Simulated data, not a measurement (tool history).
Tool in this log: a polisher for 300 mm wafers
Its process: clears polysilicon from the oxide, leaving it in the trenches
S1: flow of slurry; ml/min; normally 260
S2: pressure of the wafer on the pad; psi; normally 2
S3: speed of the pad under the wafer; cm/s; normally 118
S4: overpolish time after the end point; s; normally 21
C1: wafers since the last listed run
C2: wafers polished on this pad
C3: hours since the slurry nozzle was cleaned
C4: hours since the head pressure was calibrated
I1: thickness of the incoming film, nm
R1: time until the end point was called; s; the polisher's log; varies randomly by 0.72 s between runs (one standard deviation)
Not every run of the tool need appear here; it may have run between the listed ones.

run	hour	S1	S2	S3	S4	C1	C2	C3	C4	I1	R1
1	0	260	2	118	21	0	1812	82.9	37.6	667.4	53.1
2	31.6	260	2	118	21	242	2055	114.5	69.2	665.2	53.3
3	56.3	260	2	118	21	189	2245	139.2	93.9	676.6	53.5
4	86.1	260	2	118	21	229	2474	169	123.7	679.3	53.8
5	137.1	260	2	118	13	392	2866	220	174.7	673.1	54.3
6	161.6	260	2	118	13	188	3055	244.5	199.2	658	53
7	198	260	2	118	13	279	3335	280.9	235.6	662.5	54.1
# hour 204.8: worn pad replaced by a new one
8	222.2	260	2	118	15	155	133	305.1	259.8	674	54.1
9	290.8	260	2	118	15	527	661	373.7	328.4	679.2	56
10	317.6	260	2	118	21	206	867	400.5	355.2	676.3	55.4
11	365.5	260	2	118	21	368	1235	448.4	403.1	655.8	55.1
12	427.8	240	2	118	21	478	1714	510.7	465.4	675.4	55.6
13	620.4	240	2	118	21	1480	3195	703.3	658	668.7	57.3
# hour 643.1: worn pad replaced by a new one
14	679.3	260	2.3	130	21	422	278	762.2	716.9	677.6	44.9
# hour 724.1: slurry nozzle cleaned
15	745.9	260	1.8	118	30	504	782	21.8	783.5	675.5	58.9
16	774.9	260	2	118	21	222	1005	50.8	812.5	678.1	53
17	844.1	260	2	94	21	532	1537	120	881.7	674.9	69.8
18	895.3	260	2	132	14	393	1931	171.2	932.9	677.3	49
19	922	260	2.7	78	28	205	2136	197.9	959.6	680	63.3
# hour 936.4: head pressure recalibrated
20	951.7	260	2	118	9	212	2349	227.6	15.3	663.7	55.4
21	984.5	210	1.7	104	26	252	2601	260.4	48.1	674.3	77
# hour 990.3: worn pad replaced by a new one
22	1025.8	230	2.6	130	12	286	272	301.7	89.4	669.2	39.1
23	1179.6	260	2	118	21	1182	1455	455.5	243.2	673.1	57
24	1221.6	285	1.7	88	28	322	1778	497.5	285.2	662.6	85.9
25	1265.8	260	2	100	8	339	2118	541.7	329.4	675.5	67.5
26	1322.3	260	2	118	21	434	2552	598.2	385.9	682	57.5
27	1362.5	190	2	118	21	309	2861	638.4	426.1	671.3	62.5
28	1409.7	260	2	118	21	362	3224	685.6	473.3	666.9	56.8
# hour 1423.2: worn pad replaced by a new one
29	1449.4	260	2	118	21	274	201	725.3	513	663.6	55.4
30	1515.7	345	2.6	96	13	509	711	791.6	579.3	676.6	52.6
31	1572.8	260	2.6	150	21	439	1150	848.7	636.4	679.2	35.2
32	1597.3	260	2	118	21	188	1338	873.2	660.9	662	57.4
# hour 1602.4: slurry nozzle cleaned
33	1652.6	260	2	118	21	417	1756	50.2	716.2	675.8	53.4
34	1705.3	315	2	88	11	405	2161	102.9	768.9	676	72.2

Hidden state at the last listed run before each entry between runs and at the first one after, where it differs:
Logged between run 7 and run 8: worn pad replaced by a new one (hour 204.8)
  slurry flow missing at the pad, %: 30.3 -> 31.6
  the result without the hidden state subtracted from the measured one, R1: +2.5 -> +2.7 s
Logged between run 13 and run 14: worn pad replaced by a new one (hour 643.1)
  slurry flow missing at the pad, %: 41.7 -> 42.3
  the result without the hidden state subtracted from the measured one, R1: +4.9 -> +3.6 s
Logged between run 14 and run 15: slurry nozzle cleaned (hour 724.1)
  slurry flow missing at the pad, %: 42.3 -> 10.4
  the result without the hidden state subtracted from the measured one, R1: +3.6 -> +0.7 s
Logged between run 19 and run 20: head pressure recalibrated (hour 936.4)
  slurry flow missing at the pad, %: 29.6 -> 31.7
  the result without the hidden state subtracted from the measured one, R1: +2.9 -> +2.8 s
Logged between run 21 and run 22: worn pad replaced by a new one (hour 990.3)
  slurry flow missing at the pad, %: 33.8 -> 36.1
  the result without the hidden state subtracted from the measured one, R1: +5.3 -> +2.7 s
Logged between run 28 and run 29: worn pad replaced by a new one (hour 1423.2)
  slurry flow missing at the pad, %: 46.2 -> 46.6
  the result without the hidden state subtracted from the measured one, R1: +5.3 -> +5.2 s
Logged between run 32 and run 33: slurry nozzle cleaned (hour 1602.4)
  slurry flow missing at the pad, %: 47.7 -> 8.5
  the result without the hidden state subtracted from the measured one, R1: +5.7 -> +0.5 s

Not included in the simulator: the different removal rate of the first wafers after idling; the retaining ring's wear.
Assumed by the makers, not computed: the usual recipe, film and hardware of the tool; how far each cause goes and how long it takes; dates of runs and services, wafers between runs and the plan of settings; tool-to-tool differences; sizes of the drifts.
